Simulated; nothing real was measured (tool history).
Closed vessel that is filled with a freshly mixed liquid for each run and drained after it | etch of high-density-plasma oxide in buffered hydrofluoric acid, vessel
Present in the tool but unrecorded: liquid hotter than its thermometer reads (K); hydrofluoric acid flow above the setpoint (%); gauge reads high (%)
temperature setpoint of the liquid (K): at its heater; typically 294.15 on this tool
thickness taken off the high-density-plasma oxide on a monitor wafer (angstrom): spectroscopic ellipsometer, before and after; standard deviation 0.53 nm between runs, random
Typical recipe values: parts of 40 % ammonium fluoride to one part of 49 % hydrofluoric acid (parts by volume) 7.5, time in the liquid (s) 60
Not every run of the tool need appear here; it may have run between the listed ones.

run,day,temperature setpoint of the liquid (K),parts of 40 % ammonium fluoride to one part of 49 % hydrofluoric acid (parts by volume),time in the liquid (s),wafers since the last listed run,hours since the thermometer was replaced,hours since the hydrofluoric acid flow meter was replaced,hours since the gauge calibration,"read-back film thickness of the high-density-plasma oxide reference wafer, read on the same gauge (nm)",thickness taken off the high-density-plasma oxide on a monitor wafer (angstrom)
1,0,294.15,9,60,0,1541.8,130,994.8,42.09,697.4
2,1.575,294.15,9,60,4351,1579.6,167.8,1032.6,42.17,692.1
3,5.683,294.15,7.5,60,11350,1678.2,266.4,1131.2,42.18,841.8
4,8.029,294.15,7.5,60,6481,1734.5,322.7,1187.5,42.22,846.9
5,9.529,294.15,7.5,60,4144,1770.5,358.7,1223.5,42.21,845.8
6,13.196,294.15,7.5,60,10130,1858.5,446.7,1311.5,42.3,855.1
7,16.2,294.15,7.5,60,8299,1930.6,518.8,1383.6,42.3,851.1
8,17.875,294.15,7.5,60,4627,1970.8,559,1423.8,42.39,853.5
9,20.996,293.15,7.5,60,8622,2045.7,633.9,1498.7,42.36,807.3
10,25.488,294.15,7.5,60,12409,2153.5,741.7,1606.5,42.46,852.2
11,27.496,294.15,7.5,60,5548,2201.7,789.9,1654.7,42.45,855.5
# day 31.646: thermometer replaced
12,34.625,295.15,7.5,60,19581,71.5,961,1825.8,42.56,905.1
# day 34.717: hydrofluoric acid flow meter replaced
13,37.792,295.15,7.5,60,8633,147.5,73.8,1901.8,42.54,897.2
14,46.188,295.15,7.5,60,23195,349,275.3,2103.3,42.57,904.8
15,48.946,294.15,7.5,95,7620,415.2,341.5,2169.5,42.61,1363
16,51.167,296.65,6.5,60,6135,468.5,394.8,2222.8,42.6,1121.7
17,53.625,294.15,7.5,35,6791,527.5,453.8,2281.8,42.63,501.7
18,57.95,294.15,7.5,60,11949,631.3,557.6,2385.6,42.66,843.3
# day 60.35: gauge calibrated
19,61.717,294.15,7.5,90,10406,721.7,648,32.8,39.75,1202.9
20,65.521,294.15,9.5,30,10510,813,739.3,124.1,40.05,320.1
21,69.196,294.15,8.5,40,10153,901.2,827.5,212.3,40.29,471.6
# day 71.121: hydrofluoric acid flow meter replaced
22,71.142,298.15,10,35,5260,947.9,0.5,259,40.44,455.7
23,72.671,294.15,6.5,60,4224,984.6,37.2,295.7,40.48,941.4

Run 24 is up next; what results do you expect?
24,75.733,292.65,5,40,8461,1058.1,110.7,369.2,?,?

Logged for run 24: read-back film thickness of the high-density-plasma oxide reference wafer, read on the same gauge (nm) 40.67, thickness taken off the high-density-plasma oxide on a monitor wafer (angstrom) 730.5.
Without the tool's hidden state the same run would have given thickness taken off the high-density-plasma oxide on a monitor wafer (angstrom) 718.9.

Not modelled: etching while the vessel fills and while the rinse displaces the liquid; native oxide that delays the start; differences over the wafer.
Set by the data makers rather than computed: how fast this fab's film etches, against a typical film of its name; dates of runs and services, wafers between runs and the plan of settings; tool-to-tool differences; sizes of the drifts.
